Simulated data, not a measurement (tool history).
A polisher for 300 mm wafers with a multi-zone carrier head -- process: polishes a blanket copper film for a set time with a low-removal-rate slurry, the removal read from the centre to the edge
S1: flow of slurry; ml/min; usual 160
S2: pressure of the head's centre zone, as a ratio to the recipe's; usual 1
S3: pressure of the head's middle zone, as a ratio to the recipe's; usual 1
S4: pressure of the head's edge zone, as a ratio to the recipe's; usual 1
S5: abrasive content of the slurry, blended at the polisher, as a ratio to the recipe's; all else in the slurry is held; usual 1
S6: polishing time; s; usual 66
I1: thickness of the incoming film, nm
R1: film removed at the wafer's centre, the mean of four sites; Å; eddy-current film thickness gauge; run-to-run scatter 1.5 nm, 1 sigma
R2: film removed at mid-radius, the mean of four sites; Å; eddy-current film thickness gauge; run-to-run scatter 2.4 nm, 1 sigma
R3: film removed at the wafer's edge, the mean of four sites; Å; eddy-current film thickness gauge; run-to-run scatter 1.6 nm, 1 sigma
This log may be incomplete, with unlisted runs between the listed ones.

| run | hour | S1 | S2 | S3 | S4 | S5 | S6 | I1 | R1 | R2 | R3 |
|---|---|---|---|---|---|---|---|---|---|---|---|
| 1 | 0 | 160 | 1 | 1 | 1 | 1 | 66 | 1314.7 | 1584 | 1704 | 1671 |
| 2 | 16.8 | 160 | 1 | 1 | 1 | 1 | 66 | 1304.8 | 1584 | 1649 | 1655 |
| 3 | 29.4 | 160 | 1 | 1 | 1 | 1 | 66 | 1298.1 | 1575 | 1665 | 1682 |
| 4 | 49 | 160 | 1 | 1 | 1 | 0.9 | 66 | 1294.8 | 1530 | 1669 | 1637 |
| 5 | 81.3 | 160 | 1 | 1 | 1 | 0.9 | 66 | 1290.4 | 1528 | 1642 | 1665 |
| 6 | 113.4 | 135 | 1 | 1 | 1 | 1 | 66 | 1275.7 | 1483 | 1611 | 1642 |
| 7 | 196.3 | 135 | 1 | 1 | 1 | 1 | 66 | 1282 | 1607 | 1611 | 1660 |
| 8 | 211.1 | 195 | 1 | 1 | 1 | 1 | 44 | 1296.9 | 1163 | 1171 | 1145 |
| 9 | 236 | 200 | 0.92 | 1 | 1.11 | 1.1 | 66 | 1274.5 | 1633 | 1790 | 1872 |
| 10 | 253.8 | 140 | 0.93 | 1 | 1 | 1 | 66 | 1283.9 | 1494 | 1608 | 1646 |
| 11 | 273.7 | 160 | 1 | 1 | 0.93 | 1 | 66 | 1309.4 | 1640 | 1696 | 1627 |
| 12 | 305.9 | 130 | 1 | 1.03 | 0.92 | 1.2 | 66 | 1300.3 | 1596 | 1676 | 1615 |
| 13 | 338.3 | 160 | 1 | 1 | 1 | 1 | 66 | 1315.6 | 1595 | 1691 | 1697 |
| 14 | 352.5 | 160 | 1 | 1 | 1.03 | 1 | 66 | 1309.3 | 1622 | 1691 | 1724 |

Not shown: 7 entries that the log had between the listed runs. Between which runs, and how does the tool's hidden state differ before and after?
From run 4 to run 5: worn pad replaced by a new one (hour 66.2)
  deviation of the centre zone's pressure from its setpoint, %: -8.94 -> -9.82
  measured value less the no-hidden-state value, R1: -145 -> -162 Å
From run 6 to run 7: centre zone pressure recalibrated (hour 117.1); edge zone pressure recalibrated (hour 152.4); worn pad replaced by a new one (hour 175.9)
  deviation of the centre zone's pressure from its setpoint, %: -10.7 -> -2.81
  measured value less the no-hidden-state value, R1: -173 -> -45 Å
From run 10 to run 11: slurry nozzle cleaned (hour 267); worn pad replaced by a new one (hour 273.2)
  deviation of the centre zone's pressure from its setpoint, %: -4.37 -> -4.91
  measured value less the no-hidden-state value, R1: -66 -> -82 Å
From run 11 to run 12: carrier head's membrane replaced by a new one (hour 281)
  deviation of the centre zone's pressure from its setpoint, %: -4.91 -> -5.79
  measured value less the no-hidden-state value, R1: -82 -> -95 Å
